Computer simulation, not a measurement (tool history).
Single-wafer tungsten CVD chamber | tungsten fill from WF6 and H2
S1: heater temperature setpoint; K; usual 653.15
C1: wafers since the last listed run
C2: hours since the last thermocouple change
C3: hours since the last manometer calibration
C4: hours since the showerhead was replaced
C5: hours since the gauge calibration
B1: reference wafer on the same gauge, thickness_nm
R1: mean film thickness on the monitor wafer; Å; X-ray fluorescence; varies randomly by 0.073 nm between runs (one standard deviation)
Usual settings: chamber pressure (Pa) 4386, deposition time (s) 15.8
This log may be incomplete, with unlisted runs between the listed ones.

run 1 hour=0.0 | S1=653.15 chamber_pressure_(Pa)=4386 deposition_time_(s)=15.8 | C1=0 C2=2552.8 C3=1389.6 C4=4782.5 C5=159.8 | B1=29.011 | R1=327.87
run 2 hour=35.3 | S1=653.15 chamber_pressure_(Pa)=4386 deposition_time_(s)=15.8 | C1=735 C2=2588.1 C3=1424.9 C4=4817.8 C5=195.1 | B1=29.006 | R1=327.49
run 3 hour=67.7 | S1=653.15 chamber_pressure_(Pa)=4386 deposition_time_(s)=14.5 | C1=674 C2=2620.5 C3=1457.3 C4=4850.2 C5=227.5 | B1=29.027 | R1=301.13
run 4 hour=86.3 | S1=653.15 chamber_pressure_(Pa)=4386 deposition_time_(s)=15.8 | C1=387 C2=2639.1 C3=1475.9 C4=4868.8 C5=246.1 | B1=29.012 | R1=327.72
run 5 hour=102.1 | S1=653.15 chamber_pressure_(Pa)=4386 deposition_time_(s)=15.8 | C1=328 C2=2654.9 C3=1491.7 C4=4884.6 C5=261.9 | B1=29.010 | R1=328.06
run 6 hour=129.0 | S1=653.15 chamber_pressure_(Pa)=4386 deposition_time_(s)=15.8 | C1=560 C2=2681.8 C3=1518.6 C4=4911.5 C5=288.8 | B1=28.994 | R1=328.94
run 7 hour=155.1 | S1=653.15 chamber_pressure_(Pa)=4386 deposition_time_(s)=15.8 | C1=543 C2=2707.9 C3=1544.7 C4=4937.6 C5=314.9 | B1=29.001 | R1=327.55
run 8 hour=190.0 | S1=653.15 chamber_pressure_(Pa)=4386 deposition_time_(s)=15.8 | C1=726 C2=2742.8 C3=1579.6 C4=4972.5 C5=349.8 | B1=29.020 | R1=328.19
-- hour=198.9 showerhead replaced
run 9 hour=205.5 | S1=653.15 chamber_pressure_(Pa)=4386 deposition_time_(s)=15.8 | C1=156 C2=2758.3 C3=1595.1 C4=6.6 C5=365.3 | B1=28.979 | R1=328.41
-- hour=216.1 thermocouple changed; heater temperature recalibrated
run 10 hour=220.8 | S1=657.15 chamber_pressure_(Pa)=5240 deposition_time_(s)=13.6 | C1=152 C2=4.7 C3=1610.4 C4=21.9 C5=380.6 | B1=29.002 | R1=330.41
-- hour=239.6 gauge calibrated
run 11 hour=240.9 | S1=653.15 chamber_pressure_(Pa)=4386 deposition_time_(s)=15.8 | C1=418 C2=24.8 C3=1630.5 C4=42.0 C5=1.3 | B1=29.008 | R1=327.26
-- hour=254.1 capacitance manometer re-zeroed and calibrated
run 12 hour=273.9 | S1=653.15 chamber_pressure_(Pa)=4386 deposition_time_(s)=15.8 | C1=520 C2=57.8 C3=19.8 C4=75.0 C5=34.3 | B1=29.005 | R1=317.76
run 13 hour=293.1 | S1=640.15 chamber_pressure_(Pa)=4960 deposition_time_(s)=14.5 | C1=399 C2=77.0 C3=39.0 C4=94.2 C5=53.5 | B1=28.986 | R1=226.49
run 14 hour=312.7 | S1=660.15 chamber_pressure_(Pa)=4386 deposition_time_(s)=13.8 | C1=408 C2=96.6 C3=58.6 C4=113.8 C5=73.1 | B1=29.022 | R1=324.01
run 15 hour=336.1 | S1=662.15 chamber_pressure_(Pa)=4386 deposition_time_(s)=15.8 | C1=487 C2=120.0 C3=82.0 C4=137.2 C5=96.5 | B1=29.011 | R1=385.84
run 16 hour=368.9 | S1=657.15 chamber_pressure_(Pa)=4813 deposition_time_(s)=14.6 | C1=682 C2=152.8 C3=114.8 C4=170.0 C5=129.3 | B1=28.999 | R1=334.50
run 17 hour=396.3 | S1=653.15 chamber_pressure_(Pa)=4386 deposition_time_(s)=15.8 | C1=570 C2=180.2 C3=142.2 C4=197.4 C5=156.7 | B1=29.007 | R1=319.88
run 18 hour=417.1 | S1=657.15 chamber_pressure_(Pa)=3520 deposition_time_(s)=14.8 | C1=433 C2=201.0 C3=163.0 C4=218.2 C5=177.5 | B1=29.005 | R1=297.22
run 19 hour=436.5 | S1=653.15 chamber_pressure_(Pa)=4386 deposition_time_(s)=17.5 | C1=403 C2=220.4 C3=182.4 C4=237.6 C5=196.9 | B1=28.997 | R1=355.11

Forecast each of these 3 alternatives for the next run:
run A hour=436.9 | S1=653.15 chamber_pressure_(Pa)=4386 deposition_time_(s)=14.1 | C1=8 C2=220.8 C3=182.8 C4=238.0 C5=197.3 | B1=? | R1=?
run B hour=436.9 | S1=664.15 chamber_pressure_(Pa)=3586 deposition_time_(s)=16.8 | C1=8 C2=220.8 C3=182.8 C4=238.0 C5=197.3 | B1=? | R1=?
run C hour=436.9 | S1=667.15 chamber_pressure_(Pa)=4866 deposition_time_(s)=17.9 | C1=8 C2=220.8 C3=182.8 C4=238.0 C5=197.3 | B1=? | R1=?

run=A B1=28.998 R1=284.94
run=B B1=28.998 R1=397.54
run=C B1=28.998 R1=510.65
What these runs would have given with no unlogged condition in the tool:
run=A R1=282.42
run=B R1=393.97
run=C R1=506.16
